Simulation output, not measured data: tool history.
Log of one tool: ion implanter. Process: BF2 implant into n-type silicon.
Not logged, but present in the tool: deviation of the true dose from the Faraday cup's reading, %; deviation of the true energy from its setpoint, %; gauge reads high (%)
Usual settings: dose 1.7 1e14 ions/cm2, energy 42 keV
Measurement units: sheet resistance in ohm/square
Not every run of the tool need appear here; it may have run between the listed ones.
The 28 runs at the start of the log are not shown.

run   hour  dose  energy  wafers since the last listed run  hours since the last dose calibration  hours since the extraction supply was calibrated  hours since the gauge calibration  read-back reference wafer on the same gauge, sheet resistance  sheet resistance
     343.3  -- gauge calibrated
 29  346.2  1.52    48.5                                98                                   13.1                                              86.2                                2.9                                                         604.87            614.56
 30  356.9   1.7    52.5                               169                                   23.8                                              96.9                               13.6                                                         604.99            557.53
 31  365.4  1.52    48.5                               134                                   32.3                                             105.4                               22.1                                                          604.9            613.65
 32  374.9   1.3    49.5                               150                                   41.8                                             114.9                               31.6                                                         604.86            683.74
 33    388  1.55    47.5                               207                                   54.9                                               128                               44.7                                                         604.87            607.51
 34  401.2   1.7      42                               209                                   68.1                                             141.2                               57.9                                                         604.64            572.26
 35    412   1.7      53                               171                                   78.9                                               152                               68.7                                                         605.27            560.75
 36  451.1  2.03    30.5                               619                                    118                                             191.1                              107.8                                                         605.39            516.02
 37  466.9  2.06    30.5                               250                                  133.8                                             206.9                              123.6                                                         604.81            508.82

4 options for the next run, each taken on its own from the tool as it stands now. Forecast them:
  A  467.3  1.34      42                                 6                                  134.2                                             207.3                                124                                                              ?                 ?
  B  467.3  1.33      37                                 6                                  134.2                                             207.3                                124                                                              ?                 ?
  C  467.3  2.02      38                                 6                                  134.2                                             207.3                                124                                                              ?                 ?
  D  467.3   1.7      55                                 6                                  134.2                                             207.3                                124                                                              ?                 ?

run  read-back reference wafer on the same gauge, sheet resistance  sheet resistance
  A                                                         604.89            687.54
  B                                                         604.89            703.89
  C                                                         604.89            511.54
  D                                                         604.89            560.24
With the hidden condition removed and each run's random variation left untouched, the same runs would have given:
run  sheet resistance
  A            687.54
  B            703.89
  C            511.54
  D            560.24
